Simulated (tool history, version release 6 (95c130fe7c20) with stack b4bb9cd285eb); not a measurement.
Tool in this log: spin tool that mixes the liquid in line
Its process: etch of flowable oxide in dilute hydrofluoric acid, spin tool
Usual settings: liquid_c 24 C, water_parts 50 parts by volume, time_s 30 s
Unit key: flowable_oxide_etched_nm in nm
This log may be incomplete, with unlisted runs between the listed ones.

run,hour,liquid_c,water_parts,time_s,wafers since the last listed run,hours since the thermometer was replaced,hours since the hydrofluoric acid flow meter was replaced,hours since the gauge calibration,"read-back film thickness of the flowable oxide reference wafer, read on the same gauge (nm)",flowable_oxide_etched_nm
1,0,24,50,30,0,597.9,332,89.3,89.99,18.38
2,14.6,24,50,30,169,612.5,346.6,103.9,90.01,18.52
3,32.1,24,50,30,203,630,364.1,121.4,90.03,18.34
4,53.1,25,50,30,244,651,385.1,142.4,89.98,19.22
5,82,24,50,30,335,679.9,414,171.3,90,18.49
6,152.8,24,50,30,822,750.7,484.8,242.1,89.99,18.64
7,173.6,24,50,20,241,771.5,505.6,262.9,90,12.67
8,200.3,24,50,30,310,798.2,532.3,289.6,90,18.88
9,242.5,24,50,30,490,840.4,574.5,331.8,90.01,19.02
10,276,24,50,30,389,873.9,608,365.3,89.96,19
11,302.5,20.5,65,40,307,900.4,634.5,391.8,90.01,16.78
# hour 333.2: gauge calibrated
12,335.5,24,50,30,383,933.4,667.5,2.3,90.01,19.11
# hour 372.5: hydrofluoric acid flow meter replaced
13,388.2,28,40,35,600,986.1,15.7,55,89.99,35.69
14,403.7,19,50,30,180,1001.6,31.2,70.5,90,16.49
# hour 434.3: thermometer replaced
15,435.7,24,60,30,360,1.4,63.2,102.5,90.01,16.8
16,468.8,27,75,20,384,34.5,96.3,135.6,89.98,9.9
# hour 528.8: hydrofluoric acid flow meter replaced, repeated, since the last time left the tool worse
17,544.4,22.5,70,30,866,110.1,15.6,211.2,89.99,11.63
18,556.7,24,50,30,142,122.4,27.9,223.5,90,17.57
19,587.5,24,50,30,357,153.2,58.7,254.3,90,17.84
20,609.8,26,50,30,259,175.5,81,276.6,90.01,19.44
21,635.6,25.5,65,40,299,201.3,106.8,302.4,90.01,19.27

Alternative continuations, all from the tool just after run 21; predict every row:
A,636,24,50,30,4,201.7,107.2,302.8,?,?
B,636,24,50,45,4,201.7,107.2,302.8,?,?
C,636,29,75,30,4,201.7,107.2,302.8,?,?
D,636,29,45,15,4,201.7,107.2,302.8,?,?
E,636,24,70,15,4,201.7,107.2,302.8,?,?

run,"read-back film thickness of the flowable oxide reference wafer, read on the same gauge (nm)",flowable_oxide_etched_nm
A,89.98,17.97
B,89.98,26.96
C,89.98,14.14
D,89.98,12.31
E,89.98,6.25
Without the tool's hidden state the same runs would have given:
run,flowable_oxide_etched_nm
A,17.63
B,26.45
C,13.86
D,12.08
E,6.14

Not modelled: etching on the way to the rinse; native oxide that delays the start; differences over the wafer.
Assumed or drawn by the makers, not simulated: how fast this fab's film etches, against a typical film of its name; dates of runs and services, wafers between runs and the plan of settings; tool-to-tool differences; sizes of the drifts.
